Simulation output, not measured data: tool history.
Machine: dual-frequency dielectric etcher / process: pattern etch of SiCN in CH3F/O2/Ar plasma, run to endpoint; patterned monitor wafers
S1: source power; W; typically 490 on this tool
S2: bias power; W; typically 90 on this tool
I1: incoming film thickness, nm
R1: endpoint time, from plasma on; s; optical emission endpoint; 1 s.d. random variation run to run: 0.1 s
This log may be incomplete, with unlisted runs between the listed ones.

Run 1, hour 0.0: usual settings but S1 540 W; I1 9.66. Result: R1 23.2 s.
Run 2, hour 45.7: usual settings; I1 9.82. Result: R1 24.8 s.
Run 3, hour 153.4: usual settings but S1 430 W; I1 9.77. Result: R1 26.7 s.
Run 4, hour 200.6: usual settings; I1 9.63. Result: R1 24.2 s.
Run 5, hour 506.2: usual settings; I1 9.68. Result: R1 24.5 s.
Run 6, hour 558.4: usual settings; I1 9.69. Result: R1 24.4 s.
Run 7, hour 646.5: usual settings; I1 9.70. Result: R1 24.3 s.
Run 8, hour 754.2: usual settings; I1 9.74. Result: R1 24.4 s.
Run 9, hour 852.5: usual settings; I1 9.76. Result: R1 24.6 s.
Run 10, hour 892.2: usual settings; I1 9.81. Result: R1 24.6 s.
Run 11, hour 931.6: usual settings but S2 78 W; I1 9.67. Result: R1 26.2 s.
Run 12, hour 1157.8: usual settings but S1 430 W, S2 83 W; I1 9.70. Result: R1 28.1 s.
Run 13, hour 1211.7: usual settings but S1 590 W, S2 108 W; I1 9.68. Result: R1 20.3 s.
Run 14, hour 1294.9: usual settings but S1 410 W, S2 112 W; I1 9.73. Result: R1 24.9 s.
Run 15, hour 1364.3: usual settings; I1 9.71. Result: R1 24.9 s.
Run 16, hour 1410.1: usual settings but S1 570 W, S2 109 W; I1 9.76. Result: R1 20.8 s.
Run 17, hour 1449.8: usual settings; I1 9.73. Result: R1 25.0 s.
Run 18, hour 1539.7: usual settings; I1 9.73. Result: R1 24.9 s.
Run 19, hour 1627.8: usual settings; I1 9.61. Result: R1 24.4 s.
Run 20, hour 1731.6: usual settings but S1 590 W, S2 106 W; I1 9.77. Result: R1 20.6 s.
Run 21, hour 1882.9: usual settings but S1 410 W, S2 76 W; I1 9.67. Result: R1 30.2 s.
Run 22, hour 1962.9: usual settings but S1 520 W; I1 9.73. Result: R1 24.1 s.
Run 23, hour 2032.5: usual settings but S1 520 W, S2 101 W; I1 9.73. Result: R1 22.4 s.
Run 24, hour 2112.8: usual settings but S1 600 W; I1 9.67. Result: R1 22.1 s.
Run 25, hour 2153.7: usual settings; I1 9.70. Result: R1 24.9 s.
Run 26, hour 2310.7: usual settings; I1 9.70. Result: R1 24.8 s.
Run 27, hour 2416.7: usual settings but S1 610 W, S2 81 W; I1 9.72. Result: R1 23.1 s.
Run 28, hour 2463.8: usual settings; I1 9.73. Result: R1 24.7 s.
Run 29, hour 2513.6: usual settings but S1 600 W, S2 103 W; I1 9.78. Result: R1 20.7 s.
Run 30, hour 2579.6: usual settings but S2 69 W; I1 9.68. Result: R1 28.4 s.
Run 31, hour 2683.8: usual settings but S1 600 W, S2 78 W; I1 9.65. Result: R1 23.6 s.
Run 32, hour 2783.9: usual settings but S2 96 W; I1 9.61. Result: R1 23.6 s.
Run 33, hour 2865.3: usual settings; I1 9.77. Result: R1 24.8 s.
Run 34, hour 2970.0: usual settings; I1 9.70. Result: R1 24.7 s.

Taken out of this log: 7 entries between the listed runs. Where each belongs, and how the hidden state differs across it:
Run 4 -> run 5: wet clean of the chamber (hour 336.4)
  source power that arrives over what is set, %: 2.58 -> 2.98
  what was measured, less what the result would be without the hidden state, R1: -0.4 -> -0.4 s
Run 11 -> run 12: wet clean of the chamber (hour 1036.8); source power generator calibrated (hour 1109.1)
  source power that arrives over what is set, %: 3.53 -> 0.12
  what was measured, less what the result would be without the hidden state, R1: -0.5 -> +0.0 s
Run 20 -> run 21: wet clean of the chamber (hour 1819.3)
  source power that arrives over what is set, %: 0.865 -> 1.06
  what was measured, less what the result would be without the hidden state, R1: -0.2 -> -0.2 s
Run 23 -> run 24: bias power generator calibrated (hour 2074.3); upper electrode replaced (hour 2112.3)
  source power that arrives over what is set, %: 1.26 -> 1.36
  what was measured, less what the result would be without the hidden state, R1: -0.2 -> -0.1 s
Run 29 -> run 30: wet clean of the chamber (hour 2555.4)
  source power that arrives over what is set, %: 1.88 -> 1.97
  what was measured, less what the result would be without the hidden state, R1: -0.2 -> -0.3 s
